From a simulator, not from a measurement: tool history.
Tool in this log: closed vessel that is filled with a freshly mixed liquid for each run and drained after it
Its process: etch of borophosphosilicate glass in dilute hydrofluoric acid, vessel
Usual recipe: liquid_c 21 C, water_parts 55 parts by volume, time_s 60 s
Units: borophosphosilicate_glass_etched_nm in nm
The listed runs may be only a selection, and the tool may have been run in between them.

run,hour,liquid_c,water_parts,time_s,wafers since the last listed run,hours since the thermometer was replaced,hours since the hydrofluoric acid flow meter was replaced,hours since the gauge calibration,"read-back film thickness of the borophosphosilicate glass reference wafer, read on the same gauge (nm)",borophosphosilicate_glass_etched_nm
1,0,21,55,60,0,1723.5,777.5,121.3,59.99,47.31
2,13.5,21,55,60,957,1737,791,134.8,60,47.74
3,28.5,21,55,60,1064,1752,806,149.8,60.02,47.47
4,43.3,21,55,60,1049,1766.8,820.8,164.6,60.01,47.48
5,50.7,21,55,60,524,1774.2,828.2,172,60.01,47.74
6,67.5,21,55,60,1191,1791,845,188.8,60,47.59
7,85.2,21,55,60,1255,1808.7,862.7,206.5,59.99,48.47
8,95,21,55,60,695,1818.5,872.5,216.3,60.01,47.7
9,103.9,21,55,60,631,1827.4,881.4,225.2,60,47.79
10,117.3,21,55,60,950,1840.8,894.8,238.6,60.02,47.89
11,133.8,21,55,60,1170,1857.3,911.3,255.1,60,47.83
12,162.6,21,40,60,2042,1886.1,940.1,283.9,59.99,66.4
13,171.3,21,65,60,617,1894.8,948.8,292.6,59.99,39.46
# hour 184.6: hydrofluoric acid flow meter replaced
14,187.2,21,65,60,1056,1910.7,2.6,308.5,60.03,43.36
15,199.3,22.5,55,60,858,1922.8,14.7,320.6,59.98,54.83
16,208,23,75,90,617,1931.5,23.4,329.3,59.99,60.18
17,243.1,21,40,40,2489,1966.6,58.5,364.4,60.01,48.57
18,260.4,18,70,80,1227,1983.9,75.8,381.7,59.99,46.32
19,270.8,19.5,75,50,737,1994.3,86.2,392.1,60.03,28.95
20,285.9,23,80,60,1071,2009.4,101.3,407.2,60,37.34
# hour 293.1: thermometer replaced
21,300.9,21,40,30,993,7.8,116.3,422.2,59.98,32.33
22,314.9,18,55,60,993,21.8,130.3,436.2,60.02,40.54
# hour 346.3: gauge calibrated
23,363.8,17,70,50,3468,70.7,179.2,17.5,60,24.72
24,377.8,21,55,60,993,84.7,193.2,31.5,60,45.79
25,386.3,24.5,55,60,602,93.2,201.7,40,60.02,53.2
26,400.7,21,55,60,1021,107.6,216.1,54.4,59.98,45.62
27,407.7,21,55,60,496,114.6,223.1,61.4,59.99,45.96
28,414.3,19,55,45,468,121.2,229.7,68,60.02,31.45
29,421.8,24.5,80,80,532,128.7,237.2,75.5,59.99,46.72
30,437.4,21,70,60,1106,144.3,252.8,91.1,60,35.18
31,445.9,21,55,60,602,152.8,261.3,99.6,60.02,45.42
32,461.7,25,80,95,1120,168.6,277.1,115.4,60.04,56.53

Branching from run 32: 4 alternative next runs. What would each branch give?
A,462.4,21,55,85,49,169.3,277.8,116.1,?,?
B,462.4,23,65,90,49,169.3,277.8,116.1,?,?
C,462.4,24,25,85,49,169.3,277.8,116.1,?,?
D,462.4,22.5,40,80,49,169.3,277.8,116.1,?,?

run,"read-back film thickness of the borophosphosilicate glass reference wafer, read on the same gauge (nm)",borophosphosilicate_glass_etched_nm
A,59.99,64.54
B,59.99,61.99
C,59.99,167.59
D,59.99,90.7
With the hidden condition removed and each run's random variation left untouched, the same runs would have given:
run,borophosphosilicate_glass_etched_nm
A,66.15
B,63.6
C,171.58
D,92.91
